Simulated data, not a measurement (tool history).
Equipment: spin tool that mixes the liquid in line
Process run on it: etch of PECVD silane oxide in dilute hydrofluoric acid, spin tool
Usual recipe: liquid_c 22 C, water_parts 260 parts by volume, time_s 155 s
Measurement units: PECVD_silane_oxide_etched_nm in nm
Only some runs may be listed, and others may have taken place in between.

run,hour,liquid_c,water_parts,time_s,wafers since the last listed run,hours since the thermometer was replaced,hours since the hydrofluoric acid flow meter was replaced,hours since the gauge calibration,"read-back film thickness of the PECVD silane oxide reference wafer, read on the same gauge (nm)",PECVD_silane_oxide_etched_nm
1,0,22,190,155,0,1784.2,306.4,1.2,29.99,21.07
2,15.1,22,290,210,135,1799.3,321.5,16.3,30.01,16.69
3,24.2,19,260,155,81,1808.4,330.6,25.4,30.02,12.75
4,41.4,19,260,155,154,1825.6,347.8,42.6,30,12.74
5,52.2,19,260,155,97,1836.4,358.6,53.4,29.99,12.72
6,66,25,230,155,124,1850.2,372.4,67.2,29.97,18.35
# hour 77: thermometer replaced
# hour 81.1: hydrofluoric acid flow meter replaced
7,81.6,25,230,155,122,4.6,0.5,82.8,30.01,17.92
8,92.7,19,260,120,99,15.7,11.6,93.9,30,9.59
# hour 108.3: gauge calibrated
9,108.7,24.5,260,225,144,31.7,27.6,0.4,29.99,21.84
10,122.6,22,340,155,125,45.6,41.5,14.3,30.02,9.75
11,139.9,22,205,210,155,62.9,58.8,31.6,30,24.93
12,154.5,22,165,120,131,77.5,73.4,46.2,29.97,18.44
13,169.1,22,260,155,131,92.1,88,60.8,29.99,13.69
14,177,22,210,155,71,100,95.9,68.7,30.01,17.81

Branching from run 14: 3 alternative next runs. What would each branch give?
A,177.5,22,260,235,4,100.5,96.4,69.2,?,?
B,177.5,19,215,215,4,100.5,96.4,69.2,?,?
C,177.5,22,380,155,4,100.5,96.4,69.2,?,?

run,"read-back film thickness of the PECVD silane oxide reference wafer, read on the same gauge (nm)",PECVD_silane_oxide_etched_nm
A,30.01,20.72
B,30.01,21.41
C,30.01,8.36
Had the tool no hidden state, the same runs would have come out as:
run,PECVD_silane_oxide_etched_nm
A,20.92
B,21.59
C,8.46

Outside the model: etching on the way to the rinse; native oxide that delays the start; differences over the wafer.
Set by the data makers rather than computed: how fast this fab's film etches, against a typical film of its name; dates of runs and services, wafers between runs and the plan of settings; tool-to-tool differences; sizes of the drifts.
